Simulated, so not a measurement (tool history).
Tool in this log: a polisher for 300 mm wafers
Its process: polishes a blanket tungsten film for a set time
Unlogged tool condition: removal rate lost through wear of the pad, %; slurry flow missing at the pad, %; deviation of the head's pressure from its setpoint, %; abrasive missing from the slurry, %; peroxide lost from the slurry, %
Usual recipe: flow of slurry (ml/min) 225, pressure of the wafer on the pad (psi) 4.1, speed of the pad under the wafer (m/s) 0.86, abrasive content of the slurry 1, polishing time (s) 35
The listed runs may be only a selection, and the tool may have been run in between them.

run   hour  flow of slurry (ml/min)  pressure of the wafer on the pad (psi)  speed of the pad under the wafer (m/s)  abrasive content of the slurry  polishing time (s)  wafers since the last listed run  wafers polished on this pad  hours since the slurry nozzle was cleaned  hours since the head pressure was calibrated  hours since the slurry blender was calibrated  hours since the slurry got fresh peroxide  incoming thickness of the incoming film, nm  film removed (nm)
  1      0                      225                                     4.1                                    0.98                               1                  35                                 0                          768                                      394.5                                         881.8                                          182.7                                        9.7                                       1447.7              163.9
  2   13.4                      225                                     4.1                                    0.86                               1                  35                               115                          884                                      407.9                                         895.2                                          196.1                                       23.1                                       1446.2              151.8
  3   29.7                      225                                     4.1                                    0.86                               1                  35                               140                         1024                                      424.2                                         911.5                                          212.4                                       39.4                                       1446.3                150
  4   38.3                      225                                     4.1                                    0.86                               1                  35                                74                         1099                                      432.8                                         920.1                                            221                                         48                                       1457.8              147.8
      48.7  -- worn pad replaced by a new one
  5   49.1                      225                                     4.1                                    0.86                               1                  35                                58                            3                                      443.6                                         930.9                                          231.8                                       58.8                                       1463.2              140.6
  6   66.4                      225                                     4.1                                    0.86                               1                  35                               149                          152                                      460.9                                         948.2                                          249.1                                       76.1                                       1433.1              136.5
  7   73.6                      225                                     4.1                                    0.86                               1                  35                                62                          214                                      468.1                                         955.4                                          256.3                                       83.3                                       1442.4                138
      79.1  -- slurry blender recalibrated
  8   91.4                      225                                     4.1                                    0.86                            0.85                  35                               136                          351                                      485.9                                         973.2                                           12.3                                      101.1                                       1424.3              127.8
     108.2  -- worn pad replaced by a new one, repeated, since the last time left the tool worse
  9    109                      225                                     4.1                                    0.86                            0.85                  35                               117                            6                                      503.5                                         990.8                                           29.9                                      118.7                                       1443.4                148
 10  116.4                      225                                     4.1                                    0.86                            0.85                  35                                63                           70                                      510.9                                         998.2                                           37.3                                      126.1                                       1429.6              148.8
     123.5  -- slurry tank refilled with fresh slurry and peroxide
 11  125.9                      225                                     4.1                                    0.86                            1.25                  35                                73                          143                                      520.4                                        1007.7                                           46.8                                        2.4                                       1469.2                161
     135.4  -- head pressure recalibrated
 12  135.9                      225                                     4.1                                    1.04                               1                  35                                68                          212                                      530.4                                           0.5                                           56.8                                       12.4                                       1451.8              175.2
 13  141.8                      225                                     5.1                                    0.86                               1                  35                                50                          263                                      536.3                                           6.4                                           62.7                                       18.3                                       1475.9              194.8
       155  -- slurry nozzle cleaned
 14  158.1                      285                                     4.1                                    0.86                            1.25                  35                               131                          395                                        3.1                                          22.7                                             79                                       34.6                                       1440.2              166.2
 15  170.3                      225                                     4.1                                    1.02                             1.3                  35                               105                          500                                       15.3                                          34.9                                           91.2                                       46.8                                       1458.7              184.3
 16  178.3                      225                                     4.1                                    0.86                               1                  25                                68                          569                                       23.3                                          42.9                                           99.2                                       54.8                                       1428.6              108.9
 17  192.1                      225                                     3.2                                    1.12                               1                  35                               118                          688                                       37.1                                          56.7                                            113                                       68.6                                       1419.8              136.5
 18  199.7                      225                                     4.1                                    0.86                               1                  35                                65                          753                                       44.7                                          64.3                                          120.6                                       76.2                                       1444.5              153.4
 19    218                      190                                     4.1                                    0.58                             0.8                  25                               157                          911                                         63                                          82.6                                          138.9                                       94.5                                       1454.7               78.4
 20  227.6                      170                                     3.2                                    0.86                               1                  35                                82                          994                                       72.6                                          92.2                                          148.5                                      104.1                                       1447.9              114.1

Predict the results of run 21:
     241.4  -- worn pad replaced by a new one
 21  242.6                      225                                     3.5                                    0.86                               1                  40                                94                           10                                       87.6                                         107.2                                          163.5                                      119.1                                       1470.9                  ?

Run 21 came out at film removed (nm) 151.9.
On a tool with no hidden condition, and with the same random variation, this run would have come out at film removed (nm) 152.

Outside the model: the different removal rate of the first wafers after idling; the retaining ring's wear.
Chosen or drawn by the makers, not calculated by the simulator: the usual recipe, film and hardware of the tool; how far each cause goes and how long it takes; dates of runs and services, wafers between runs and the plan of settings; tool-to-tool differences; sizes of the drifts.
